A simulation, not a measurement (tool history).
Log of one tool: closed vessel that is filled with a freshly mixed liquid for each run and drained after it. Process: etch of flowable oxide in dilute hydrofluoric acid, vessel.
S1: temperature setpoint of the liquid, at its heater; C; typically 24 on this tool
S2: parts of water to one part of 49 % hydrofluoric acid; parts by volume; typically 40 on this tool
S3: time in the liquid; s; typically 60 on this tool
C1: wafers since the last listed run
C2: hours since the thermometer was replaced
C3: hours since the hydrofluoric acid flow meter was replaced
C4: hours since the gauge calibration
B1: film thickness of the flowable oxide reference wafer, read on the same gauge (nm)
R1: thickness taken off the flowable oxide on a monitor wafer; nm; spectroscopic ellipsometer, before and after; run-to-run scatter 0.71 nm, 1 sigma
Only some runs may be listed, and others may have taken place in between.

{"run": 1, "hour": 0.0, "S1": 25.5, "S2": 40, "S3": 60, "C1": 0, "C2": 811.5, "C3": 10, "C4": 576, "B1": 50.01, "R1": 84}
{"run": 2, "hour": 38.8, "S1": 24, "S2": 40, "S3": 60, "C1": 2975, "C2": 850.3, "C3": 48.8, "C4": 614.8, "B1": 49.97, "R1": 79.55}
{"run": 3, "hour": 110.4, "S1": 24, "S2": 40, "S3": 60, "C1": 5490, "C2": 921.9, "C3": 120.4, "C4": 686.4, "B1": 49.98, "R1": 77.22}
{"run": 4, "hour": 306.0, "S1": 24, "S2": 40, "S3": 60, "C1": 15000, "C2": 1117.5, "C3": 316, "C4": 882, "B1": 49.98, "R1": 74.68}
{"run": 5, "hour": 373.7, "S1": 24, "S2": 40, "S3": 60, "C1": 5191, "C2": 1185.2, "C3": 383.7, "C4": 949.7, "B1": 49.96, "R1": 73.38}
{"hour": 427.9, "done": "hydrofluoric acid flow meter replaced"}
{"run": 6, "hour": 430.6, "S1": 24, "S2": 40, "S3": 60, "C1": 4286, "C2": 1242.1, "C3": 2.7, "C4": 1006.6, "B1": 50.01, "R1": 76.8}
{"run": 7, "hour": 492.5, "S1": 24, "S2": 40, "S3": 60, "C1": 4747, "C2": 1304, "C3": 64.6, "C4": 1068.5, "B1": 49.96, "R1": 76.85}
{"run": 8, "hour": 557.1, "S1": 24, "S2": 40, "S3": 60, "C1": 4954, "C2": 1368.6, "C3": 129.2, "C4": 1133.1, "B1": 49.97, "R1": 76.59}
{"run": 9, "hour": 613.8, "S1": 24, "S2": 40, "S3": 60, "C1": 4348, "C2": 1425.3, "C3": 185.9, "C4": 1189.8, "B1": 50.01, "R1": 74.95}
{"run": 10, "hour": 666.1, "S1": 24, "S2": 40, "S3": 45, "C1": 4010, "C2": 1477.6, "C3": 238.2, "C4": 1242.1, "B1": 50, "R1": 55.4}
{"run": 11, "hour": 706.3, "S1": 24, "S2": 40, "S3": 45, "C1": 3082, "C2": 1517.8, "C3": 278.4, "C4": 1282.3, "B1": 49.99, "R1": 55.67}
{"run": 12, "hour": 736.7, "S1": 24, "S2": 40, "S3": 60, "C1": 2331, "C2": 1548.2, "C3": 308.8, "C4": 1312.7, "B1": 50.01, "R1": 73.41}
{"run": 13, "hour": 799.7, "S1": 25.5, "S2": 55, "S3": 85, "C1": 4831, "C2": 1611.2, "C3": 371.8, "C4": 1375.7, "B1": 50, "R1": 78.16}
{"hour": 821.3, "done": "hydrofluoric acid flow meter replaced"}
{"run": 14, "hour": 867.6, "S1": 25.5, "S2": 20, "S3": 60, "C1": 5130, "C2": 1679.1, "C3": 46.3, "C4": 1443.6, "B1": 50, "R1": 168.29}
{"run": 15, "hour": 930.4, "S1": 24, "S2": 40, "S3": 60, "C1": 4816, "C2": 1741.9, "C3": 109.1, "C4": 1506.4, "B1": 49.97, "R1": 75.01}
{"run": 16, "hour": 976.9, "S1": 24, "S2": 40, "S3": 60, "C1": 3566, "C2": 1788.4, "C3": 155.6, "C4": 1552.9, "B1": 50.01, "R1": 76.03}
{"run": 17, "hour": 1048.5, "S1": 22.5, "S2": 25, "S3": 30, "C1": 5490, "C2": 1860, "C3": 227.2, "C4": 1624.5, "B1": 50.01, "R1": 56.72}
{"hour": 1051.7, "done": "thermometer replaced"}
{"run": 18, "hour": 1076.8, "S1": 21.5, "S2": 25, "S3": 60, "C1": 2093, "C2": 25.1, "C3": 255.5, "C4": 1652.8, "B1": 50, "R1": 112.75}
{"run": 19, "hour": 1113.1, "S1": 24, "S2": 40, "S3": 60, "C1": 2783, "C2": 61.4, "C3": 291.8, "C4": 1689.1, "B1": 50, "R1": 76.69}
{"run": 20, "hour": 1137.6, "S1": 24, "S2": 40, "S3": 60, "C1": 1878, "C2": 85.9, "C3": 316.3, "C4": 1713.6, "B1": 50, "R1": 76.04}
{"run": 21, "hour": 1164.6, "S1": 24, "S2": 40, "S3": 60, "C1": 2070, "C2": 112.9, "C3": 343.3, "C4": 1740.6, "B1": 50.02, "R1": 76.73}
{"run": 22, "hour": 1218.3, "S1": 29, "S2": 55, "S3": 60, "C1": 4118, "C2": 166.6, "C3": 397, "C4": 1794.3, "B1": 50, "R1": 64.05}
{"hour": 1277.5, "done": "hydrofluoric acid flow meter replaced"}
{"run": 23, "hour": 1278.2, "S1": 24, "S2": 40, "S3": 60, "C1": 4516, "C2": 226.5, "C3": 0.7, "C4": 1854.2, "B1": 49.99, "R1": 80.1}
{"run": 24, "hour": 1309.0, "S1": 27.5, "S2": 55, "S3": 35, "C1": 2362, "C2": 257.3, "C3": 31.5, "C4": 1885, "B1": 50, "R1": 38.58}
{"hour": 1320.4, "done": "gauge calibrated"}
{"run": 25, "hour": 1382.7, "S1": 24, "S2": 40, "S3": 70, "C1": 5651, "C2": 331, "C3": 105.2, "C4": 62.3, "B1": 49.99, "R1": 90.04}
{"run": 26, "hour": 1417.1, "S1": 19.5, "S2": 40, "S3": 40, "C1": 2638, "C2": 365.4, "C3": 139.6, "C4": 96.7, "B1": 50, "R1": 42.64}
{"run": 27, "hour": 1481.7, "S1": 24, "S2": 40, "S3": 60, "C1": 4954, "C2": 430, "C3": 204.2, "C4": 161.3, "B1": 50.05, "R1": 75.16}
{"run": 28, "hour": 1524.2, "S1": 19.5, "S2": 40, "S3": 60, "C1": 3259, "C2": 472.5, "C3": 246.7, "C4": 203.8, "B1": 49.98, "R1": 62.6}
{"run": 29, "hour": 1567.6, "S1": 20.5, "S2": 50, "S3": 85, "C1": 3328, "C2": 515.9, "C3": 290.1, "C4": 247.2, "B1": 50, "R1": 71.76}
{"run": 30, "hour": 1702.5, "S1": 28.5, "S2": 40, "S3": 70, "C1": 10345, "C2": 650.8, "C3": 425, "C4": 382.1, "B1": 49.98, "R1": 101.94}
{"hour": 1737.4, "done": "hydrofluoric acid flow meter replaced"}
{"run": 31, "hour": 1739.6, "S1": 28.5, "S2": 40, "S3": 70, "C1": 2768, "C2": 687.9, "C3": 2.2, "C4": 419.2, "B1": 49.96, "R1": 112.41}
{"run": 32, "hour": 1778.4, "S1": 28.5, "S2": 25, "S3": 75, "C1": 2975, "C2": 726.7, "C3": 41, "C4": 458, "B1": 50.01, "R1": 194.61}

For each run, the measured value with the value that run would have given without the tool's hidden condition subtracted. The run-to-run variation is shared by both, the gauge scatter possibly not:
The hidden state here: liquid colder than its thermometer reads (K); hydrofluoric acid flow below the setpoint (%); gauge reads high (%).
run=1 R1=-3.08
run=2 R1=-3.62
run=3 R1=-4.83
run=4 R1=-8.29
run=5 R1=-9.45
run=6 R1=-3.93
run=7 R1=-5.03
run=8 R1=-6.2
run=9 R1=-7.13
run=10 R1=-6.01
run=11 R1=-6.62
run=12 R1=-9.29
run=13 R1=-11.2
run=14 R1=-12.76
run=15 R1=-6.8
run=16 R1=-7.78
run=17 R1=-6.85
run=18 R1=-6.99
run=19 R1=-5.48
run=20 R1=-5.92
run=21 R1=-6.49
run=22 R1=-6.4
run=23 R1=-2.31
run=24 R1=-1.37
run=25 R1=-4.79
run=26 R1=-2.62
run=27 R1=-5.79
run=28 R1=-5.52
run=29 R1=-7.16
run=30 R1=-13.66
run=31 R1=-3.4
run=32 R1=-7.71
